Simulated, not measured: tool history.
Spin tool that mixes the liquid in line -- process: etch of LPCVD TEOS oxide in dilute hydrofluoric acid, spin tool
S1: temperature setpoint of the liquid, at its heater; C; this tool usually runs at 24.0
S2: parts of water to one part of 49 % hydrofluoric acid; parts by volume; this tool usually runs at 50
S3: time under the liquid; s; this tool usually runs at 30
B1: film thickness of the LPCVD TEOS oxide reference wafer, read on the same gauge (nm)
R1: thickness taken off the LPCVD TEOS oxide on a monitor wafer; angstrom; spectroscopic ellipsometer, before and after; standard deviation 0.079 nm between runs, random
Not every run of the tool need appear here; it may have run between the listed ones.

Run 1, hour 0.0: usual settings; B1 150.00. Result: R1 193.1 angstrom.
Run 2, hour 86.0: usual settings; B1 149.98. Result: R1 193.7 angstrom.
Run 3, hour 175.7: usual settings; B1 150.00. Result: R1 194.5 angstrom.
Run 4, hour 237.4: usual settings; B1 150.02. Result: R1 195.2 angstrom.
Run 5, hour 304.9: usual settings; B1 149.99. Result: R1 194.1 angstrom.
At hour 317.6: hydrofluoric acid flow meter replaced.
At hour 401.1: thermometer replaced.
Run 6, hour 409.9: usual settings; B1 149.99. Result: R1 197.5 angstrom.
Run 7, hour 500.2: usual settings; B1 150.01. Result: R1 198.4 angstrom.
Run 8, hour 570.6: usual settings but S3 35 s; B1 150.01. Result: R1 230.3 angstrom.
Run 9, hour 823.5: usual settings; B1 149.96. Result: R1 198.5 angstrom.
Run 10, hour 920.4: usual settings; B1 150.01. Result: R1 199.0 angstrom.
Run 11, hour 988.4: usual settings; B1 150.01. Result: R1 199.7 angstrom.
At hour 1009.2: hydrofluoric acid flow meter replaced, repeated, since the last time left the tool worse.
At hour 1014.4: thermometer replaced.
Run 12, hour 1088.3: usual settings but S1 26.0 C, S2 25 parts by volume, S3 45 s; B1 149.99. Result: R1 639.7 angstrom.
Run 13, hour 1146.3: usual settings but S1 19.5 C, S3 15 s; B1 150.01. Result: R1 78.9 angstrom.
Run 14, hour 1249.8: usual settings; B1 150.01. Result: R1 191.7 angstrom.
Run 15, hour 1340.5: usual settings but S1 27.5 C, S2 60 parts by volume, S3 40 s; B1 150.02. Result: R1 240.8 angstrom.
At hour 1368.4: gauge calibrated.
Run 16, hour 1426.1: usual settings; B1 150.00. Result: R1 190.3 angstrom.
Run 17, hour 1472.9: usual settings; B1 149.98. Result: R1 191.0 angstrom.
Run 18, hour 1509.6: usual settings but S2 45 parts by volume, S3 50 s; B1 150.00. Result: R1 356.4 angstrom.
Run 19, hour 1565.1: usual settings but S3 15 s; B1 149.99. Result: R1 95.9 angstrom.
Run 20, hour 1635.0: usual settings; B1 150.02. Result: R1 190.9 angstrom.
Run 21, hour 1694.5: usual settings; B1 149.98. Result: R1 191.6 angstrom.
Run 22, hour 1793.1: usual settings but S3 45 s; B1 150.01. Result: R1 291.1 angstrom.
At hour 1814.8: thermometer replaced.
Run 23, hour 1865.3: usual settings but S1 25.5 C; B1 150.01. Result: R1 204.4 angstrom.
Run 24, hour 1926.4: usual settings; B1 149.99. Result: R1 193.6 angstrom.
At hour 2140.3: hydrofluoric acid flow meter replaced.
Run 25, hour 2167.1: usual settings but S2 60 parts by volume; B1 150.00. Result: R1 155.8 angstrom.
Run 26, hour 2219.4: usual settings but S1 22.0 C, S2 40 parts by volume, S3 15 s; B1 150.04. Result: R1 110.1 angstrom.
Run 27, hour 2270.7: usual settings; B1 149.98. Result: R1 190.0 angstrom.
Run 28, hour 2331.7: usual settings but S1 26.5 C, S2 35 parts by volume, S3 45 s; B1 150.00. Result: R1 459.8 angstrom.
Run 29, hour 2428.3: usual settings but S1 20.0 C; B1 150.00. Result: R1 160.1 angstrom.
At hour 2449.2: thermometer replaced.
Run 30, hour 2493.0: usual settings; B1 149.97. Result: R1 190.1 angstrom.
Run 31, hour 2564.3: usual settings but S1 27.5 C; B1 150.00. Result: R1 220.6 angstrom.
Run 32, hour 2662.3: usual settings but S1 29.0 C, S2 40 parts by volume; B1 150.01. Result: R1 297.8 angstrom.
Run 33, hour 2726.8: usual settings but S2 35 parts by volume, S3 25 s; B1 150.00. Result: R1 231.0 angstrom.

4 options for the next run, each taken on its own from the tool as it stands now. Forecast them:
Run A, hour 2727.2: usual settings but S2 30 parts by volume; B1 ?. Result: R1 ?.
Run B, hour 2727.2: usual settings but S1 26.5 C; B1 ?. Result: R1 ?.
Run C, hour 2727.2: usual settings but S1 26.5 C, S2 55 parts by volume, S3 25 s; B1 ?. Result: R1 ?.
Run D, hour 2727.2: usual settings but S2 70 parts by volume; B1 ?. Result: R1 ?.

run      B1     R1
  A  149.99  328.8
  B  149.99  212.7
  C  149.99  160.0
  D  149.99  133.7
What these runs would have given with no unlogged condition in the tool:
run     R1
  A  325.0
  B  210.2
  C  158.1
  D  132.1
